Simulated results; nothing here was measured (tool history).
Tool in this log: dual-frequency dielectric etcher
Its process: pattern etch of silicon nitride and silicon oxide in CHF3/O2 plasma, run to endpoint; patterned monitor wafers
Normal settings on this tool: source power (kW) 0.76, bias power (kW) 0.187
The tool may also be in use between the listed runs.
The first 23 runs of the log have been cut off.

run,day,source power (kW),bias power (kW),wafers since the last listed run,hours since the last wet clean,hours since the last source power generator calibration,hours since the last bias power generator calibration,hours since the last upper electrode change,"incoming incoming film thickness, nm",endpoint time (s)
24,42.642,0.76,0.187,370,265.1,223,2042,3082.4,301.5,196.7
25,44.092,0.87,0.162,274,299.9,257.8,2076.8,3117.2,303.2,190.8
26,46.25,0.88,0.187,408,351.7,309.6,2128.6,3169,303.6,185.4
# day 47.254: bias power generator calibrated
27,47.579,0.76,0.187,220,383.6,341.5,7.8,3200.9,306.1,201.5
# day 49.512: upper electrode replaced, of another model than before
28,49.783,0.64,0.145,227,436.5,394.4,60.7,6.5,303.5,225.3
29,50.988,0.7,0.208,227,465.4,423.3,89.6,35.4,305.3,206.9
30,53.371,0.76,0.187,451,522.6,480.5,146.8,92.6,302,197.8
# day 56.858: wet clean of the chamber
31,56.879,0.89,0.231,474,0.5,564.7,231,176.8,305.3,179.7
32,62.212,0.83,0.205,1009,128.5,692.7,359,304.8,302.7,187.5
33,70.383,0.61,0.204,1546,324.6,888.8,555.1,500.9,304.4,223.8
34,71.429,0.92,0.221,197,349.7,913.9,580.2,526,302.9,175.5
35,72.883,0.76,0.211,275,384.6,948.8,615.1,560.9,303.8,197.2
36,74.833,0.76,0.187,369,431.4,995.6,661.9,607.7,304.9,200.7

Here are 3 independent what-if runs from the current tool condition. What would each one return?
A,74.854,0.76,0.162,3,431.9,996.1,662.4,608.2,300.8,?
B,74.854,0.76,0.233,3,431.9,996.1,662.4,608.2,300.8,?
C,74.854,0.61,0.212,3,431.9,996.1,662.4,608.2,300.8,?

run,endpoint time (s)
A,201.4
B,192.4
C,220.7
With no hidden state in the tool, these same runs would have given:
run,endpoint time (s)
A,201.6
B,192.6
C,220.9

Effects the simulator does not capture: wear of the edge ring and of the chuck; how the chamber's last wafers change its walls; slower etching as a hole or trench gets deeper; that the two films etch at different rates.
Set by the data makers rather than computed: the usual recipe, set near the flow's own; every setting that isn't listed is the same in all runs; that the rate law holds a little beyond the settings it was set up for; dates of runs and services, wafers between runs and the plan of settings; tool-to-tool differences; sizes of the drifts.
